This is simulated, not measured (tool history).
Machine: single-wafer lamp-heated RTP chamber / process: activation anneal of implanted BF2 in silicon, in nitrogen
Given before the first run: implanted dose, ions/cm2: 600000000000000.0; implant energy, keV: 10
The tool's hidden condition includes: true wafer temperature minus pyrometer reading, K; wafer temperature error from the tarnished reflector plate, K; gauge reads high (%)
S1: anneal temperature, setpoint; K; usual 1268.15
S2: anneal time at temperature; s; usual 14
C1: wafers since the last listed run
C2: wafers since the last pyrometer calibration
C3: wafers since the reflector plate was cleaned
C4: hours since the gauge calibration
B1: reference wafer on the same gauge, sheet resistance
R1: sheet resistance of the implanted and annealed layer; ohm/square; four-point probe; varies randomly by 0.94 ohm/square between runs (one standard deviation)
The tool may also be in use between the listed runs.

run      day       S1  S2    C1    C2    C3      C4      B1      R1
  1    0.000  1268.15  14     0  4636   640  1738.6  304.00  292.46
  2    2.462  1268.15  14   703  5340  1344  1797.7  304.23  291.90
       3.608  -- gauge calibrated
  3    4.625  1268.15  14   618  5958  1962    24.4  304.10  289.31
  4    6.592  1283.15  11   562  6521  2524    71.6  303.63  279.28
  5    8.179  1283.15  11   453  6974  2978   109.7  304.17  279.35
       9.958  -- pyrometer window cleaned and pyrometer calibrated
  6    9.979  1283.15  11   419     6  3397   152.9  303.93  283.99
  7   12.792  1268.15  14   803   810  4201   220.4  303.80  293.63
  8   16.571  1279.15  14  1080  1890  5281   311.1  304.20  276.60
  9   18.500  1286.15  11   551  2442  5832   357.4  303.85  275.18
 10   22.967  1286.15  11  1276  3718  7109   464.6  304.08  274.30
      24.904  -- reflector plate cleaned
 11   26.983  1268.15  14  1052  4771   594   561.0  304.03  292.98
 12   33.283  1268.15  14  1800  6572  2395   712.2  304.07  289.08
 13   36.304  1268.15  14   863  7435  3258   784.7  303.92  288.05
      38.633  -- pyrometer window cleaned and pyrometer calibrated
 14   39.450  1268.15  16   803   233  4062   860.2  304.05  289.24
 15   43.071  1268.15  16  1034  1268  5097   947.1  304.11  287.67
 16   45.883  1259.15  14   803  2072  5901  1014.6  304.19  302.97
 17   48.329  1268.15  20   699  2771  6600  1073.3  303.68  276.66
 18   52.612  1243.15  11  1224  3995  7825  1176.1  303.73  342.18
      55.629  -- reflector plate cleaned
 19   63.971  1268.15   9  3151  7147  2384  1448.7  303.78  306.27
 20   66.792  1268.15  14   806  7953  3191  1516.4  303.92  286.02
 21   68.950  1268.15   9   616  8570  3808  1568.2  303.92  303.30
 22   70.525  1242.15  19   450  9020  4258  1606.0  303.94  315.67
      71.808  -- pyrometer window cleaned and pyrometer calibrated
      82.096  -- reflector plate cleaned
 23   83.962  1268.15  14  3650  3378   533  1928.5  303.98  294.44
 24   85.721  1268.15  21   502  3881  1036  1970.7  304.00  279.38
      88.475  -- gauge calibrated
 25   90.108  1291.15  14  1254  5135  2290    39.2  304.07  264.87
      99.708  -- pyrometer window cleaned and pyrometer calibrated
 26  100.983  1244.15  14  3013   364  5303   300.2  304.07  342.28
 27  104.946  1276.15  21  1132  1497  6436   395.3  304.13  267.75
     107.725  -- reflector plate cleaned
 28  108.071  1283.15  11   797  2295    99   470.3  304.10  284.06
 29  111.125  1268.15  14   872  3168   972   543.6  304.19  295.51
 30  115.483  1268.15   7  1245  4414  2218   648.2  304.06  318.62
 31  118.867  1268.15  17   967  5381  3185   729.4  304.49  282.10
 32  122.229  1268.15  14   961  6342  4146   810.1  304.12  286.72
 33  124.417  1248.15  21   625  6967  4771   862.6  303.94  300.29
 34  128.879  1292.15  14  1275  8243  6047   969.7  304.20  253.93
     130.200  -- pyrometer window cleaned and pyrometer calibrated
 35  131.342  1251.15  10   608   326  6655  1028.8  303.84  334.66

Measured result minus the same run's result without the hidden state. Both carry the same run-to-run variation, though not necessarily the same gauge scatter:
run      R1
  1   -8.21
  2  -10.02
  3  -11.48
  4  -10.25
  5  -11.20
  6   -5.01
  7   -8.61
  8   -8.64
  9   -9.64
 10  -12.20
 11   -7.45
 12  -11.93
 13  -13.98
 14   -6.63
 15   -9.16
 16  -15.59
 17  -11.47
 18  -32.73
 19  -15.15
 20  -14.69
 21  -19.08
 22  -32.39
 23   -7.68
 24   -7.60
 25   -8.65
 26  -17.68
 27   -8.51
 28   -4.58
 29   -8.31
 30  -14.23
 31  -12.61
 32  -15.84
 33  -27.60
 34  -15.30
 35  -21.65
